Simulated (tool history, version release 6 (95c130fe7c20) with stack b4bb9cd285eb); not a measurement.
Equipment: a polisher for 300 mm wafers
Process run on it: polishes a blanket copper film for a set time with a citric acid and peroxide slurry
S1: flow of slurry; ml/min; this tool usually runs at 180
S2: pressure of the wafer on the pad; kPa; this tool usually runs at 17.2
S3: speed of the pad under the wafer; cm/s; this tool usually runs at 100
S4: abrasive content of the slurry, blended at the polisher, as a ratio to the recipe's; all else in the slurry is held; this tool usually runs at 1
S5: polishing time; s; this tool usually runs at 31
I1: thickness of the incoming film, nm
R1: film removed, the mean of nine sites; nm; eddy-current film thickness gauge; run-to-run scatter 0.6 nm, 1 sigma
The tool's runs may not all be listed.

run,hour,S1,S2,S3,S4,S5,I1,R1
1,0,180,17.2,112,1,31,1120.5,73.4
# hour 9.5: slurry nozzle cleaned
# hour 12.8: worn pad replaced by a new one
2,13.3,180,17.2,112,1,31,1134.1,69.4
3,21.5,180,19.3,100,1,31,1136.1,69.3
4,37.2,180,19.3,100,1,31,1151.5,70.2
5,48.3,180,17.2,100,1,31,1136.1,61.5
6,56.5,180,17.2,100,1,31,1160.1,61.4
# hour 62.7: slurry blender recalibrated
7,68.1,180,13.8,80,1,31,1148.5,39.3
8,82.2,180,13.8,80,1,31,1133.9,39
# hour 88.3: worn pad replaced by a new one, repeated, since the last time left the tool worse
9,98.9,180,13.8,80,1,31,1140.2,45.9
10,114.6,165,17.2,78,1,21,1128.6,36.9
11,130.1,180,17.2,100,1,31,1137.6,69.4
12,147.5,180,17.2,100,1,35,1139.2,77.6
13,158.8,200,23.4,100,1,31,1153,94.4
14,167.7,180,17.2,100,1,31,1134.2,67.8
15,177.4,135,22.1,112,1.1,31,1140.4,94.4
16,190.3,180,17.2,100,1,39,1144.4,86
17,198.9,225,17.2,84,1,36,1138.2,69.4
18,210.7,245,17.2,134,0.85,26,1131.2,75.4
# hour 226.4: head pressure recalibrated
19,227.1,180,14.5,82,1.25,31,1139.3,49.2
20,243.7,180,17.2,100,1,31,1129,65.5
# hour 247.7: slurry blender recalibrated
21,249.8,180,17.2,100,1,31,1114.3,65.9
# hour 263.2: worn pad replaced by a new one
22,263.7,180,13.8,80,1,31,1162.2,46.6
23,266.3,225,17.2,84,1,36,1150.5,71.4
24,278.5,180,17.2,100,1,31,1141.3,70.5
25,328.5,155,17.2,100,1,34,1127.9,73.4
26,343.5,180,20.7,100,1.15,34,1140,91.6
27,351.7,135,22.1,100,0.9,23,1149.9,60

Run 28 is up next; what results do you expect?
28,368.1,180,20.7,82,1.3,31,1150.4,?

{"run 28": {"R1": 71.1}}
Without the tool's hidden state the same run would have given R1 74.9 nm.
